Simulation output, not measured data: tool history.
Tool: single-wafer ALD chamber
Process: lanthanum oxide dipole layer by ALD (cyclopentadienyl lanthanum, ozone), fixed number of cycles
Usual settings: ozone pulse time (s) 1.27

run   hour  ozone pulse time (s)  wafers since the last listed run  hours since the last thermocouple change  hours since the last ozone generator service  hours since the showerhead was replaced  hours since the gauge calibration  read-back reference wafer on the same gauge, thickness_nm  mean film thickness on the monitor wafer (Å)
  1    0.0                  1.27                                 0                                    2128.3                                         701.8                                   3400.7                              135.1                                                      0.519                                          4.52
  2    8.7                  1.27                               182                                    2137.0                                         710.5                                   3409.4                              143.8                                                      0.519                                          4.49
  3   17.8                  1.27                               191                                    2146.1                                         719.6                                   3418.5                              152.9                                                      0.519                                          4.51
  4   34.2                  1.27                               344                                    2162.5                                         736.0                                   3434.9                              169.3                                                      0.519                                          4.52
  5   70.0                  1.27                               751                                    2198.3                                         771.8                                   3470.7                              205.1                                                      0.520                                          4.51
      70.3  -- gauge calibrated
      78.6  -- ozone generator serviced
  6   82.0                  1.27                                83                                    2210.3                                           3.4                                   3482.7                               11.7                                                      0.518                                          5.05
  7   90.2                  1.39                               172                                    2218.5                                          11.6                                   3490.9                               19.9                                                      0.520                                          5.16
  8   96.6                  0.95                               134                                    2224.9                                          18.0                                   3497.3                               26.3                                                      0.518                                          4.61
  9  103.4                  1.12                               142                                    2231.7                                          24.8                                   3504.1                               33.1                                                      0.519                                          4.84
 10  117.5                  0.77                               296                                    2245.8                                          38.9                                   3518.2                               47.2                                                      0.519                                          4.19
 11  126.1                  1.52                               180                                    2254.4                                          47.5                                   3526.8                               55.8                                                      0.518                                          5.16
 12  132.5                  1.63                               134                                    2260.8                                          53.9                                   3533.2                               62.2                                                      0.519                                          5.22
     143.5  -- showerhead replaced, of another model than before
     145.2  -- thermocouple changed; heater temperature recalibrated
 13  163.0                  1.63                               437                                      17.8                                          84.4                                     19.5                               92.7                                                      0.519                                          5.22
 14  178.6                  0.94                               327                                      33.4                                         100.0                                     35.1                              108.3                                                      0.519                                          3.85
 15  191.0                  1.49                               260                                      45.8                                         112.4                                     47.5                              120.7                                                      0.519                                          5.08
 16  205.7                  1.27                               308                                      60.5                                         127.1                                     62.2                              135.4                                                      0.518                                          4.72

Forecast each of these 3 alternatives for the next run:
  A  206.1                  1.27                                 8                                      60.9                                         127.5                                     62.6                              135.8                                                          ?                                             ?
  B  206.1                  1.02                                 8                                      60.9                                         127.5                                     62.6                              135.8                                                          ?                                             ?
  C  206.1                  0.88                                 8                                      60.9                                         127.5                                     62.6                              135.8                                                          ?                                             ?

run  read-back reference wafer on the same gauge, thickness_nm  mean film thickness on the monitor wafer (Å)
  A                                                      0.519                                          4.74
  B                                                      0.519                                          4.08
  C                                                      0.519                                          3.49
Without the tool's hidden state the same runs would have given:
run  mean film thickness on the monitor wafer (Å)
  A                                          5.08
  B                                          4.56
  C                                          4.02

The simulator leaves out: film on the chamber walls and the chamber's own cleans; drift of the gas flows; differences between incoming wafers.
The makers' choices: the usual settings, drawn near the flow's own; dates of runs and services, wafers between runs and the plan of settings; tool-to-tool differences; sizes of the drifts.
